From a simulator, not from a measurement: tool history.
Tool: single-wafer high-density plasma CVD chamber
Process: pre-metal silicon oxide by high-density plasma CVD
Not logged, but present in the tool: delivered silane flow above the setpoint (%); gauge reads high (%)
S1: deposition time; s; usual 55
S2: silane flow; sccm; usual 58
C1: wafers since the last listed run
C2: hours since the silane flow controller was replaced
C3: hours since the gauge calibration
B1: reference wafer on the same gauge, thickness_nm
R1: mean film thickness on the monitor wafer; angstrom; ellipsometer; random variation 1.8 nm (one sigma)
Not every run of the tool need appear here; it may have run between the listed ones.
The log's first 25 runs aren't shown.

{"run": 26, "hour": 305.9, "S1": 55, "S2": 68, "C1": 194, "C2": 3804.2, "C3": 234.8, "B1": 369.823, "R1": 4095.47}
{"run": 27, "hour": 318.9, "S1": 47.4, "S2": 62, "C1": 218, "C2": 3817.2, "C3": 247.8, "B1": 371.63, "R1": 3190.22}
{"run": 28, "hour": 328.3, "S1": 63, "S2": 58, "C1": 157, "C2": 3826.6, "C3": 257.2, "B1": 371.22, "R1": 4026.69}
{"run": 29, "hour": 335.1, "S1": 55, "S2": 68, "C1": 114, "C2": 3833.4, "C3": 264, "B1": 370.518, "R1": 4088.7}
{"run": 30, "hour": 350.8, "S1": 61.5, "S2": 67, "C1": 263, "C2": 3849.1, "C3": 279.7, "B1": 370.293, "R1": 4495.62}
{"hour": 358.6, "done": "gauge calibrated"}
{"run": 31, "hour": 360.2, "S1": 44.2, "S2": 65, "C1": 157, "C2": 3858.5, "C3": 1.6, "B1": 370.287, "R1": 3163.86}
{"run": 32, "hour": 372.1, "S1": 55, "S2": 50, "C1": 199, "C2": 3870.4, "C3": 13.5, "B1": 371.622, "R1": 3016.84}
{"run": 33, "hour": 386.8, "S1": 55, "S2": 62, "C1": 246, "C2": 3885.1, "C3": 28.2, "B1": 371.028, "R1": 3741.63}
{"hour": 402.2, "done": "silane flow controller replaced"}
{"run": 34, "hour": 404.6, "S1": 55, "S2": 69, "C1": 164, "C2": 2.4, "C3": 46, "B1": 370.339, "R1": 4157.05}
{"run": 35, "hour": 418.3, "S1": 55, "S2": 58, "C1": 229, "C2": 16.1, "C3": 59.7, "B1": 370.817, "R1": 3498.32}
{"run": 36, "hour": 429.5, "S1": 65.5, "S2": 66, "C1": 187, "C2": 27.3, "C3": 70.9, "B1": 371.607, "R1": 4758.3}
{"run": 37, "hour": 437.1, "S1": 47.5, "S2": 62, "C1": 127, "C2": 34.9, "C3": 78.5, "B1": 372.29, "R1": 3263.05}
{"run": 38, "hour": 450.7, "S1": 61.5, "S2": 50, "C1": 228, "C2": 48.5, "C3": 92.1, "B1": 370.625, "R1": 3424.79}
{"run": 39, "hour": 463.0, "S1": 58.4, "S2": 51, "C1": 206, "C2": 60.8, "C3": 104.4, "B1": 371.349, "R1": 3307.3}
{"run": 40, "hour": 471.7, "S1": 62.2, "S2": 63, "C1": 145, "C2": 69.5, "C3": 113.1, "B1": 370.915, "R1": 4325.99}
{"run": 41, "hour": 483.7, "S1": 62.4, "S2": 52, "C1": 201, "C2": 81.5, "C3": 125.1, "B1": 369.9, "R1": 3559.93}
{"run": 42, "hour": 495.1, "S1": 47.2, "S2": 50, "C1": 191, "C2": 92.9, "C3": 136.5, "B1": 370.54, "R1": 2598.03}
{"run": 43, "hour": 505.3, "S1": 55, "S2": 58, "C1": 171, "C2": 103.1, "C3": 146.7, "B1": 370.786, "R1": 3506.66}

Predict each of these 3 candidate next runs independently; none follows another, all start after run 43:
{"run": "A", "hour": 505.7, "S1": 55, "S2": 58, "C1": 6, "C2": 103.5, "C3": 147.1, "B1": "?", "R1": "?"}
{"run": "B", "hour": 505.7, "S1": 44.4, "S2": 65, "C1": 6, "C2": 103.5, "C3": 147.1, "B1": "?", "R1": "?"}
{"run": "C", "hour": 505.7, "S1": 59.9, "S2": 65, "C1": 6, "C2": 103.5, "C3": 147.1, "B1": "?", "R1": "?"}

run=A B1=370.114 R1=3506.29
run=B B1=370.114 R1=3158.84
run=C B1=370.114 R1=4261.59
The same runs, with their run-to-run variation unchanged, on a tool lacking any hidden condition would have given:
run=A R1=3506.29
run=B R1=3158.84
run=C R1=4261.59
